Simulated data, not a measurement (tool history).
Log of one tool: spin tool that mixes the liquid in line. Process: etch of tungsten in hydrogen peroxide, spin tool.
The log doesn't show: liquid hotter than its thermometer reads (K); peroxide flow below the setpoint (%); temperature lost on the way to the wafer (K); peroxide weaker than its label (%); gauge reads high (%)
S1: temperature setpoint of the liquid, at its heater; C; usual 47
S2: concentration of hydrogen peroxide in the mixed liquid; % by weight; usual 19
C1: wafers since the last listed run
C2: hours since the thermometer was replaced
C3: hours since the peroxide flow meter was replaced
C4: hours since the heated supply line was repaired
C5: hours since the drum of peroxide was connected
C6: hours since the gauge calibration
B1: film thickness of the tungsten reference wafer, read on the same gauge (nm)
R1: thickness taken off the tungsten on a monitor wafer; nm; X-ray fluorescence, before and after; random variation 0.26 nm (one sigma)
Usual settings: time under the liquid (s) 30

Run 1, day 0: usual settings; C1 0; C2 1504.2; C3 2034.2; C4 712.4; C5 1174.7; C6 156.6; B1 119.99. Result: R1 47.69 nm.
Run 2, day 0.458: usual settings; C1 243; C2 1515.2; C3 2045.2; C4 723.4; C5 1185.7; C6 167.6; B1 119.99. Result: R1 47.81 nm.
Run 3, day 0.933: usual settings; C1 252; C2 1526.6; C3 2056.6; C4 734.8; C5 1197.1; C6 179; B1 120.03. Result: R1 47.15 nm.
Run 4, day 1.412: usual settings; C1 254; C2 1538.1; C3 2068.1; C4 746.3; C5 1208.6; C6 190.5; B1 120.01. Result: R1 47.18 nm.
Run 5, day 2.071: usual settings; C1 349; C2 1553.9; C3 2083.9; C4 762.1; C5 1224.4; C6 206.3; B1 120. Result: R1 47.71 nm.
Run 6, day 2.758: usual settings; C1 364; C2 1570.4; C3 2100.4; C4 778.6; C5 1240.9; C6 222.8; B1 120. Result: R1 48.14 nm.
Run 7, day 3.067: usual settings; C1 163; C2 1577.8; C3 2107.8; C4 786; C5 1248.3; C6 230.2; B1 120.01. Result: R1 48.44 nm.
Run 8, day 3.429: usual settings; C1 192; C2 1586.5; C3 2116.5; C4 794.7; C5 1257; C6 238.9; B1 120.02. Result: R1 47.65 nm.
Run 9, day 3.721: usual settings; C1 154; C2 1593.5; C3 2123.5; C4 801.7; C5 1264; C6 245.9; B1 119.99. Result: R1 48.42 nm.
At day 3.904: new drum of peroxide connected.
At day 4.062: gauge calibrated.
At day 4.212: heated supply line repaired.
Run 10, day 4.233: usual settings but time under the liquid (s) 20; C1 227; C2 1605.8; C3 2135.8; C4 0.5; C5 7.9; C6 4.1; B1 120. Result: R1 32.1 nm.
At day 5.904: thermometer replaced.
Run 11, day 6.242: usual settings but time under the liquid (s) 20; C1 1044; C2 8.1; C3 2184; C4 48.7; C5 56.1; C6 52.3; B1 119.98. Result: R1 34.4 nm.
Run 12, day 6.767: usual settings but S1 54 C; C1 278; C2 20.7; C3 2196.6; C4 61.3; C5 68.7; C6 64.9; B1 119.99. Result: R1 79.45 nm.
Run 13, day 7.396: usual settings but time under the liquid (s) 20; C1 334; C2 35.8; C3 2211.7; C4 76.4; C5 83.8; C6 80; B1 120.02. Result: R1 34.79 nm.
At day 8.054: thermometer replaced, repeated, since the last time left the tool worse.
Run 14, day 8.075: usual settings but S1 53.5 C, S2 20.5 % by weight; C1 338; C2 0.5; C3 2228; C4 92.7; C5 100.1; C6 96.3; B1 120. Result: R1 66.52 nm.
Run 15, day 8.554: usual settings but S1 39.5 C, time under the liquid (s) 45; C1 254; C2 12; C3 2239.5; C4 104.2; C5 111.6; C6 107.8; B1 120.01. Result: R1 39.84 nm.
Run 16, day 8.85: usual settings but S2 14.5 % by weight; C1 157; C2 19.1; C3 2246.6; C4 111.3; C5 118.7; C6 114.9; B1 120.01. Result: R1 37.01 nm.
Run 17, day 9.55: usual settings but S1 41 C, S2 23.5 % by weight, time under the liquid (s) 15; C1 371; C2 35.9; C3 2263.4; C4 128.1; C5 135.5; C6 131.7; B1 120. Result: R1 16.12 nm.
At day 9.658: peroxide flow meter replaced.
Run 18, day 10.042: usual settings; C1 238; C2 47.7; C3 9.2; C4 139.9; C5 147.3; C6 143.5; B1 119.99. Result: R1 42.97 nm.
Run 19, day 10.362: usual settings but S1 39 C, S2 16 % by weight, time under the liquid (s) 40; C1 170; C2 55.4; C3 16.9; C4 147.6; C5 155; C6 151.2; B1 119.97. Result: R1 31.42 nm.
Run 20, day 10.733: usual settings but S2 16.5 % by weight; C1 196; C2 64.3; C3 25.8; C4 156.5; C5 163.9; C6 160.1; B1 120.01. Result: R1 39.92 nm.
Run 21, day 11.379: usual settings; C1 342; C2 79.8; C3 41.3; C4 172; C5 179.4; C6 175.6; B1 120. Result: R1 43.07 nm.
Run 22, day 11.942: usual settings but S1 53 C, S2 15 % by weight, time under the liquid (s) 40; C1 298; C2 93.3; C3 54.8; C4 185.5; C5 192.9; C6 189.1; B1 120. Result: R1 73.13 nm.
Run 23, day 12.254: usual settings but time under the liquid (s) 50; C1 165; C2 100.8; C3 62.3; C4 193; C5 200.4; C6 196.6; B1 119.99. Result: R1 71.64 nm.
Run 24, day 12.688: usual settings but S1 55.5 C, S2 17.5 % by weight, time under the liquid (s) 20; C1 230; C2 111.2; C3 72.7; C4 203.4; C5 210.8; C6 207; B1 120. Result: R1 45.89 nm.
Run 25, day 12.962: usual settings but S1 55 C; C1 145; C2 117.8; C3 79.3; C4 210; C5 217.4; C6 213.6; B1 119.99. Result: R1 70.46 nm.

5 ways to go on from here, each from the tool as it stands after run 25. What would each give?
Run A, day 12.979: usual settings; C1 8; C2 118.2; C3 79.7; C4 210.4; C5 217.8; C6 214; B1 ?. Result: R1 ?.
Run B, day 12.979: usual settings but S1 51 C; C1 8; C2 118.2; C3 79.7; C4 210.4; C5 217.8; C6 214; B1 ?. Result: R1 ?.
Run C, day 12.979: usual settings but S1 38.5 C, time under the liquid (s) 20; C1 8; C2 118.2; C3 79.7; C4 210.4; C5 217.8; C6 214; B1 ?. Result: R1 ?.
Run D, day 12.979: usual settings but S1 54.5 C, S2 23 % by weight, time under the liquid (s) 45; C1 8; C2 118.2; C3 79.7; C4 210.4; C5 217.8; C6 214; B1 ?. Result: R1 ?.
Run E, day 12.979: usual settings but S1 53 C, S2 16.5 % by weight, time under the liquid (s) 40; C1 8; C2 118.2; C3 79.7; C4 210.4; C5 217.8; C6 214; B1 ?. Result: R1 ?.

run   B1      R1
  A  120   42.88
  B  120   54.83
  C  120   16.61
  D  120  111.63
  E  120   76.85
Without the tool's hidden state the same runs would have given:
run      R1
  A    42.3
  B    54.1
  C   16.37
  D  110.18
  E   75.85

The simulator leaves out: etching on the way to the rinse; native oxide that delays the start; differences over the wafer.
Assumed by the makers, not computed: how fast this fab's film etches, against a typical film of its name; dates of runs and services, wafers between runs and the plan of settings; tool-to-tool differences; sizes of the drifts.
